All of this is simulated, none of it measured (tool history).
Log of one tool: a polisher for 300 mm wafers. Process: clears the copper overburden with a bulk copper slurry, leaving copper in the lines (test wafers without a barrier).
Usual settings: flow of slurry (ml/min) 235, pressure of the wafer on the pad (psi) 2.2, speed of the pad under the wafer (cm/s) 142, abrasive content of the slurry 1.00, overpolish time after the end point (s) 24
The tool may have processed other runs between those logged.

run     day  flow of slurry (ml/min)  pressure of the wafer on the pad (psi)  speed of the pad under the wafer (cm/s)  abrasive content of the slurry  overpolish time after the end point (s)  wafers since the last listed run  wafers polished on this pad  hours since the slurry nozzle was cleaned  hours since the head pressure was calibrated  hours since the slurry blender was calibrated  incoming thickness of the incoming film, nm  time until the end point was called (s)  dishing of a wide line in a test structure (nm)
  1   0.000                      235                                     2.8                                      142                            1.00                                       24                                 0                         3305                                       92.9                                          53.4                                          376.5                                        793.1                                     76.6                                            111.9
  2   2.075                      235                                     2.8                                      142                            1.00                                       24                               532                         3838                                      142.7                                         103.2                                          426.3                                        780.8                                     75.8                                            113.1
      2.579  -- slurry blender recalibrated
  3   3.838                      235                                     2.8                                      142                            1.00                                       24                               430                         4268                                      185.0                                         145.5                                           30.2                                        799.3                                     78.6                                            111.0
  4   4.867                      235                                     2.2                                      142                            1.00                                       24                               263                         4532                                      209.7                                         170.2                                           54.9                                        803.9                                     98.7                                             93.9
      5.112  -- worn pad replaced by a new one
  5   6.500                      235                                     2.2                                      142                            1.00                                       24                               376                          355                                      248.9                                         209.4                                           94.1                                        791.2                                    104.9                                             88.7
  6  10.408                      285                                     2.2                                      142                            1.00                                       24                              1002                         1358                                      342.7                                         303.2                                          187.9                                        793.4                                    106.0                                             91.2
     11.367  -- slurry nozzle cleaned
  7  12.079                      235                                     2.2                                      142                            1.00                                       24                               417                         1776                                       17.1                                         343.3                                          228.0                                        798.5                                    106.6                                             88.7
  8  14.088                      235                                     2.2                                      142                            1.00                                       31                               515                         2291                                       65.3                                         391.5                                          276.2                                        777.1                                    106.0                                            103.6
  9  15.650                      180                                     1.6                                      142                            0.85                                       24                               400                         2692                                      102.8                                         429.0                                          313.7                                        795.3                                    153.3                                             67.1
 10  17.017                      235                                     2.2                                      142                            1.00                                       36                               350                         3042                                      135.6                                         461.8                                          346.5                                        776.0                                    106.3                                            109.1
     17.358  -- slurry blender recalibrated
 11  18.300                      235                                     1.8                                      142                            1.00                                       19                               307                         3350                                      166.4                                         492.6                                           22.6                                        794.1                                    132.1                                             64.9
 12  19.342                      235                                     2.2                                      142                            1.00                                       24                               267                         3617                                      191.4                                         517.6                                           47.6                                        801.0                                    109.6                                             87.9
 13  21.779                      235                                     2.2                                      142                            1.00                                       24                               625                         4242                                      249.9                                         576.1                                          106.1                                        796.7                                    109.1                                             88.1
     22.846  -- worn pad replaced by a new one, repeated, since the last time left the tool worse
 14  23.404                      265                                     2.2                                      142                            1.00                                       24                               374                          143                                      288.9                                         615.1                                          145.1                                        803.2                                     94.9                                             96.0
 15  25.029                      235                                     2.2                                      168                            1.10                                       24                               416                          559                                      327.9                                         654.1                                          184.1                                        789.9                                     78.3                                            107.3
     26.150  -- head pressure recalibrated
     30.421  -- slurry nozzle cleaned
 16  30.958                      235                                     2.2                                      142                            1.00                                       24                              1488                         2048                                       12.9                                         115.4                                          326.4                                        779.6                                     94.2                                             92.5
 17  31.996                      215                                     1.6                                      142                            0.90                                       24                               266                         2314                                       37.8                                         140.3                                          351.3                                        788.3                                    134.7                                             72.3
 18  33.317                      235                                     2.7                                      142                            1.00                                       24                               338                         2653                                       69.5                                         172.0                                          383.0                                        790.5                                     77.9                                            109.5
 19  34.854                      235                                     2.2                                      142                            1.00                                       24                               394                         3048                                      106.4                                         208.9                                          419.9                                        776.2                                     94.0                                             94.1
     36.100  -- slurry blender recalibrated
 20  36.608                      215                                     2.6                                      190                            0.75                                       24                               428                         3476                                      148.5                                         251.0                                           12.2                                        802.2                                     64.6                                            121.4
 21  39.162                      235                                     2.2                                       94                            1.00                                       38                               655                         4131                                      209.8                                         312.3                                           73.5                                        799.9                                    148.7                                             97.5
     41.150  -- worn pad replaced by a new one
 22  41.746                      235                                     2.2                                      174                            1.00                                       24                               619                          153                                      271.8                                         374.3                                          135.5                                        786.2                                     76.4                                            106.3
 23  44.671                      235                                     2.2                                      142                            1.00                                       24                               750                          903                                      342.0                                         444.5                                          205.7                                        799.4                                     95.2                                             93.9
     45.283  -- slurry nozzle cleaned
 24  46.417                      235                                     2.2                                       96                            1.00                                       13                               437                         1340                                       27.2                                         486.4                                          247.6                                        802.1                                    144.2                                             47.0
 25  48.612                      235                                     2.2                                       96                            1.00                                       13                               563                         1903                                       79.9                                         539.1                                          300.3                                        797.6                                    139.9                                             46.6
 26  51.025                      235                                     2.2                                      142                            1.00                                       24                               618                         2522                                      137.8                                         597.0                                          358.2                                        783.4                                     96.1                                             92.1
 27  53.554                      235                                     2.2                                      142                            1.00                                       34                               648                         3171                                      198.5                                         657.7                                          418.9                                        784.8                                     98.1                                            113.7
     54.317  -- slurry blender recalibrated
 28  56.067                      235                                     2.2                                      142                            1.00                                       24                               623                         3794                                      258.8                                         718.0                                           42.0                                        799.3                                     97.9                                             94.3
     57.408  -- worn pad replaced by a new one
 29  59.054                      235                                     2.2                                      158                            1.00                                       24                               723                          422                                      330.5                                         789.7                                          113.7                                        775.5                                     81.4                                            101.6

3 options for the next run, each taken on its own from the tool as it stands now. Forecast them:
  A  59.071                      185                                     2.2                                      142                            1.00                                       24                                 4                          426                                      330.9                                         790.1                                          114.1                                        795.6                                        ?                                                ?
  B  59.071                      290                                     2.2                                      118                            1.15                                       24                                 4                          426                                      330.9                                         790.1                                          114.1                                        795.6                                        ?                                                ?
  C  59.071                      190                                     2.2                                       96                            1.00                                       24                                 4                          426                                      330.9                                         790.1                                          114.1                                        795.6                                        ?                                                ?

run  time until the end point was called (s)  dishing of a wide line in a test structure (nm)
  A                                     94.7                                             94.2
  B                                    107.9                                             87.2
  C                                    139.9                                             73.7
Take away the tool's hidden state, keep each run's random variation, and the runs would have read:
run  time until the end point was called (s)  dishing of a wide line in a test structure (nm)
  A                                     93.4                                             94.9
  B                                    106.4                                             88.0
  C                                    137.9                                             74.4
